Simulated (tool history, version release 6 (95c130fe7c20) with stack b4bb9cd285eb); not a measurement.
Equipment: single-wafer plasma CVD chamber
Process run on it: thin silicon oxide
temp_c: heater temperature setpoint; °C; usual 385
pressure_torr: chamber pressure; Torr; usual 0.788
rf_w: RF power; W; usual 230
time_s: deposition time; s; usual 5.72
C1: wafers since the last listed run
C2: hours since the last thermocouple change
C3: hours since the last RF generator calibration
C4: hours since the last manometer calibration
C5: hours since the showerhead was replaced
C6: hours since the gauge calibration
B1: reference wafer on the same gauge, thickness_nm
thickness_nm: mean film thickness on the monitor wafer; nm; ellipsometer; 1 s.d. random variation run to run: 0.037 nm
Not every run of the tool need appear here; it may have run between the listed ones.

run 1 hour=0.0 | temp_c=385 pressure_torr=0.920 rf_w=230 time_s=5.72 | C1=0 C2=1066.4 C3=999.0 C4=2153.9 C5=5348.8 C6=1013.5 | B1=7.460 | thickness_nm=10.627
run 2 hour=54.8 | temp_c=385 pressure_torr=0.788 rf_w=250 time_s=5.72 | C1=2087 C2=1121.2 C3=1053.8 C4=2208.7 C5=5403.6 C6=1068.3 | B1=7.456 | thickness_nm=9.767
run 3 hour=107.1 | temp_c=385 pressure_torr=0.788 rf_w=250 time_s=5.72 | C1=1992 C2=1173.5 C3=1106.1 C4=2261.0 C5=5455.9 C6=1120.6 | B1=7.452 | thickness_nm=9.852
run 4 hour=185.6 | temp_c=385 pressure_torr=0.788 rf_w=250 time_s=5.72 | C1=2990 C2=1252.0 C3=1184.6 C4=2339.5 C5=5534.4 C6=1199.1 | B1=7.462 | thickness_nm=9.840
run 5 hour=239.0 | temp_c=385 pressure_torr=0.788 rf_w=200 time_s=5.72 | C1=2034 C2=1305.4 C3=1238.0 C4=2392.9 C5=5587.8 C6=1252.5 | B1=7.472 | thickness_nm=8.698
run 6 hour=339.6 | temp_c=385 pressure_torr=0.788 rf_w=230 time_s=5.72 | C1=3832 C2=1406.0 C3=1338.6 C4=2493.5 C5=5688.4 C6=1353.1 | B1=7.464 | thickness_nm=9.355
run 7 hour=406.9 | temp_c=385 pressure_torr=0.788 rf_w=230 time_s=5.72 | C1=2564 C2=1473.3 C3=1405.9 C4=2560.8 C5=5755.7 C6=1420.4 | B1=7.455 | thickness_nm=9.382
-- hour=458.5 thermocouple changed; heater temperature recalibrated
-- hour=481.7 gauge calibrated
run 8 hour=485.3 | temp_c=385 pressure_torr=0.788 rf_w=230 time_s=5.72 | C1=2682 C2=26.8 C3=1484.3 C4=2639.2 C5=5834.1 C6=3.6 | B1=7.470 | thickness_nm=9.457
run 9 hour=584.5 | temp_c=385 pressure_torr=0.788 rf_w=230 time_s=5.72 | C1=3779 C2=126.0 C3=1583.5 C4=2738.4 C5=5933.3 C6=102.8 | B1=7.467 | thickness_nm=9.468
run 10 hour=683.9 | temp_c=385 pressure_torr=0.788 rf_w=230 time_s=5.72 | C1=3787 C2=225.4 C3=1682.9 C4=2837.8 C5=6032.7 C6=202.2 | B1=7.458 | thickness_nm=9.411
run 11 hour=725.5 | temp_c=385 pressure_torr=0.788 rf_w=215 time_s=5.72 | C1=1584 C2=267.0 C3=1724.5 C4=2879.4 C5=6074.3 C6=243.8 | B1=7.456 | thickness_nm=9.080
run 12 hour=765.4 | temp_c=385 pressure_torr=0.788 rf_w=200 time_s=5.72 | C1=1520 C2=306.9 C3=1764.4 C4=2919.3 C5=6114.2 C6=283.7 | B1=7.465 | thickness_nm=8.696
-- hour=839.7 RF generator calibrated
run 13 hour=840.2 | temp_c=375 pressure_torr=0.710 rf_w=185 time_s=5.72 | C1=2545 C2=381.7 C3=0.5 C4=2994.1 C5=6189.0 C6=358.5 | B1=7.460 | thickness_nm=7.689
run 14 hour=892.7 | temp_c=385 pressure_torr=0.936 rf_w=230 time_s=6.75 | C1=2000 C2=434.2 C3=53.0 C4=3046.6 C5=6241.5 C6=411.0 | B1=7.462 | thickness_nm=12.650
run 15 hour=981.0 | temp_c=374 pressure_torr=0.788 rf_w=185 time_s=5.21 | C1=3364 C2=522.5 C3=141.3 C4=3134.9 C5=6329.8 C6=499.3 | B1=7.452 | thickness_nm=7.670
-- hour=1027.6 capacitance manometer re-zeroed and calibrated
run 16 hour=1078.3 | temp_c=374 pressure_torr=0.659 rf_w=230 time_s=6.10 | C1=3402 C2=619.8 C3=238.6 C4=50.7 C5=6427.1 C6=596.6 | B1=7.462 | thickness_nm=8.003
-- hour=1103.8 showerhead replaced
run 17 hour=1165.3 | temp_c=385 pressure_torr=0.850 rf_w=245 time_s=5.72 | C1=3009 C2=706.8 C3=325.6 C4=137.7 C5=61.5 C6=683.6 | B1=7.462 | thickness_nm=9.801
run 18 hour=1227.0 | temp_c=385 pressure_torr=0.895 rf_w=230 time_s=5.72 | C1=2350 C2=768.5 C3=387.3 C4=199.4 C5=123.2 C6=745.3 | B1=7.461 | thickness_nm=9.816
run 19 hour=1292.4 | temp_c=385 pressure_torr=0.928 rf_w=230 time_s=4.60 | C1=2491 C2=833.9 C3=452.7 C4=264.8 C5=188.6 C6=810.7 | B1=7.454 | thickness_nm=8.235
run 20 hour=1335.9 | temp_c=385 pressure_torr=0.634 rf_w=230 time_s=5.72 | C1=1657 C2=877.4 C3=496.2 C4=308.3 C5=232.1 C6=854.2 | B1=7.461 | thickness_nm=7.352
run 21 hour=1373.3 | temp_c=394 pressure_torr=0.788 rf_w=230 time_s=6.46 | C1=1424 C2=914.8 C3=533.6 C4=345.7 C5=269.5 C6=891.6 | B1=7.459 | thickness_nm=10.132
run 22 hour=1447.5 | temp_c=385 pressure_torr=0.788 rf_w=230 time_s=5.72 | C1=2826 C2=989.0 C3=607.8 C4=419.9 C5=343.7 C6=965.8 | B1=7.464 | thickness_nm=8.987

Describe how what the log doesn't record of the tool's condition differs between the last listed run preceding each entry between runs and the first listed run following it.
From run 7 to run 8: thermocouple changed; heater temperature recalibrated (hour 458.5); gauge calibrated (hour 481.7)
  true pressure above the setpoint (%): 8 -> 8.04
  difference, measured minus the result without the unlogged condition, thickness_nm: +0.590 -> +0.598 nm
From run 12 to run 13: RF generator calibrated (hour 839.7)
  true pressure above the setpoint (%): 8.18 -> 8.21
  difference, measured minus the result without the unlogged condition, thickness_nm: +0.557 -> +0.542 nm
From run 15 to run 16: capacitance manometer re-zeroed and calibrated (hour 1027.6)
  true pressure above the setpoint (%): 8.26 -> 0.0648
  difference, measured minus the result without the unlogged condition, thickness_nm: +0.496 -> +0.005 nm
From run 16 to run 17: showerhead replaced (hour 1103.8)
  true pressure above the setpoint (%): 0.0648 -> 0.755
  difference, measured minus the result without the unlogged condition, thickness_nm: +0.005 -> +0.058 nm

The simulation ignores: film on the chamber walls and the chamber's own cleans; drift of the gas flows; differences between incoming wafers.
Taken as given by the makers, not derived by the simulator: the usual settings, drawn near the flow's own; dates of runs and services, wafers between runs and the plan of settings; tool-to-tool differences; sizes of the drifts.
